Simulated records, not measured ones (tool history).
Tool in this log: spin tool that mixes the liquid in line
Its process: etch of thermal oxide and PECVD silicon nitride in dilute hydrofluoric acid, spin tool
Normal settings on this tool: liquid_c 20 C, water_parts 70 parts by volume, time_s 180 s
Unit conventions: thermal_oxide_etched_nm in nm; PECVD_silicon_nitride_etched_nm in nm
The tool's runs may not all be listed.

run,day,liquid_c,water_parts,time_s,"read-back film thickness of the thermal oxide reference wafer, read on the same gauge (nm)","read-back film thickness of the PECVD silicon nitride reference wafer, read on the same gauge (nm)",thermal_oxide_etched_nm,PECVD_silicon_nitride_etched_nm
1,0,20,70,180,70.01,49.99,11.69,9.25
2,4.079,20,70,180,69.98,50.03,11.63,9.38
# day 6.3: hydrofluoric acid flow meter replaced
3,15.896,20,90,180,69.99,49.99,8.5,7.17
4,19.367,18,105,110,70.03,50,4.14,3.29
5,23.221,20,70,180,69.99,50.02,11.5,9.14
6,26.088,20,70,180,70.01,50.03,11.51,9.25
7,28.962,20,105,105,70.02,49.98,4.25,3.61
8,30.888,20,70,80,70.04,49.99,5.05,4.13
# day 30.983: gauge calibrated
9,32.55,18.5,70,180,70,50,10.66,8.43
10,36.442,20,70,180,69.98,49.99,11.63,9.38
11,40.658,20,70,180,70.01,50.05,11.54,9.38
12,42.583,20,70,180,70.03,50.01,11.5,9.32
# day 44.021: hydrofluoric acid flow meter replaced
13,45.688,24.5,70,110,69.98,49.99,8.33,7.58
14,49.533,20,70,95,69.98,50.04,6,4.85
15,53.933,20,70,180,69.96,49.97,11.27,9.2
16,56.546,20,70,180,69.99,49.98,11.33,9.19
17,60.638,20,60,100,70,50.01,7.51,5.96
18,62.262,17,70,135,69.98,49.99,7.61,5.63
19,65.267,20,80,180,69.98,49.99,9.88,8.14
20,72.571,18,50,180,70.02,49.97,14.98,11.3
21,75.162,18,85,180,70.02,50.01,8.52,6.74
22,79.133,24.5,70,225,70,50.01,17.31,15.9
23,81.712,23.5,85,180,70.01,50.03,10.93,9.8
24,84.367,17,90,140,70.03,49.98,6.08,4.65
25,88.808,18.5,70,95,69.99,50.05,5.74,4.51

Forecast each of these 5 alternatives for the next run:
A,88.829,20,70,125,?,?,?,?
B,88.829,20,35,95,?,?,?,?
C,88.829,20,40,255,?,?,?,?
D,88.829,23,100,130,?,?,?,?
E,88.829,24.5,70,180,?,?,?,?

run,"read-back film thickness of the thermal oxide reference wafer, read on the same gauge (nm)","read-back film thickness of the PECVD silicon nitride reference wafer, read on the same gauge (nm)",thermal_oxide_etched_nm,PECVD_silicon_nitride_etched_nm
A,70.02,50,8.14,6.56
B,70.02,50,12.88,9.77
C,70.02,50,30.08,23.05
D,70.02,50,6.48,5.89
E,70.02,50,14.11,12.81
With the hidden condition removed and each run's random variation left untouched, the same runs would have given:
run,thermal_oxide_etched_nm,PECVD_silicon_nitride_etched_nm
A,7.82,6.32
B,12.39,9.42
C,28.92,22.23
D,6.21,5.68
E,13.54,12.34
